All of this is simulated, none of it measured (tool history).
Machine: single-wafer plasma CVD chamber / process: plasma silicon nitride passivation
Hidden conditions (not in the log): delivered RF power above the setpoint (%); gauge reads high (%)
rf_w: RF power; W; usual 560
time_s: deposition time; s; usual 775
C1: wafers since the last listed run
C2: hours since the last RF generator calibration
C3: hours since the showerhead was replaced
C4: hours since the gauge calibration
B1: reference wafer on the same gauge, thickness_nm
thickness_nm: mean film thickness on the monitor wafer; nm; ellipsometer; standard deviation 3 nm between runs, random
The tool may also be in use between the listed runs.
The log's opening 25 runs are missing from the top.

Run 26, day 31.483: usual settings but rf_w 470 W, time_s 835 s; C1 58; C2 256.3; C3 4748; C4 86.5; B1 1139.946. Result: thickness_nm 1240.253 nm.
At day 32.208: showerhead replaced.
Run 27, day 32.375: usual settings but time_s 926 s; C1 26; C2 277.7; C3 4; C4 107.9; B1 1139.038. Result: thickness_nm 1432.715 nm.
Run 28, day 33.746: usual settings but time_s 865 s; C1 66; C2 310.6; C3 36.9; C4 140.8; B1 1140.623. Result: thickness_nm 1337.14 nm.
Run 29, day 34.896: usual settings but rf_w 480 W, time_s 644 s; C1 55; C2 338.2; C3 64.5; C4 168.4; B1 1139.758. Result: thickness_nm 958.836 nm.
Run 30, day 36.029: usual settings but rf_w 660 W, time_s 825 s; C1 54; C2 365.4; C3 91.7; C4 195.6; B1 1140.805. Result: thickness_nm 1326.365 nm.
Run 31, day 37.238: usual settings but rf_w 620 W; C1 58; C2 394.4; C3 120.7; C4 224.6; B1 1138.886. Result: thickness_nm 1222.862 nm.
Run 32, day 37.746: usual settings but rf_w 600 W, time_s 641 s; C1 24; C2 406.6; C3 132.9; C4 236.8; B1 1141.486. Result: thickness_nm 1001.023 nm.
Run 33, day 38.933: usual settings but rf_w 470 W, time_s 835 s; C1 57; C2 435.1; C3 161.4; C4 265.3; B1 1140.34. Result: thickness_nm 1232.528 nm.
Run 34, day 39.783: usual settings but rf_w 640 W, time_s 714 s; C1 41; C2 455.5; C3 181.8; C4 285.7; B1 1139.525. Result: thickness_nm 1135.85 nm.
Run 35, day 41.075: usual settings but rf_w 630 W, time_s 696 s; C1 62; C2 486.5; C3 212.8; C4 316.7; B1 1140.689. Result: thickness_nm 1096.248 nm.

What if the next run were any one of these 5? Each begins from the tool's condition after run 35:
Run A, day 41.1: usual settings; C1 1; C2 487.1; C3 213.4; C4 317.3; B1 ?. Result: thickness_nm ?.
Run B, day 41.1: usual settings but rf_w 465 W, time_s 902 s; C1 1; C2 487.1; C3 213.4; C4 317.3; B1 ?. Result: thickness_nm ?.
Run C, day 41.1: usual settings but time_s 704 s; C1 1; C2 487.1; C3 213.4; C4 317.3; B1 ?. Result: thickness_nm ?.
Run D, day 41.1: usual settings but rf_w 490 W, time_s 626 s; C1 1; C2 487.1; C3 213.4; C4 317.3; B1 ?. Result: thickness_nm ?.
Run E, day 41.1: usual settings but rf_w 655 W, time_s 711 s; C1 1; C2 487.1; C3 213.4; C4 317.3; B1 ?. Result: thickness_nm ?.

run        B1  thickness_nm
  A  1139.058        1196.4
  B  1139.058      1338.233
  C  1139.058      1086.794
  D  1139.058       938.998
  E  1139.058      1136.775
What these runs would have given with no unlogged condition in the tool:
run  thickness_nm
  A      1210.599
  B      1354.116
  C      1099.692
  D       950.143
  E      1150.266
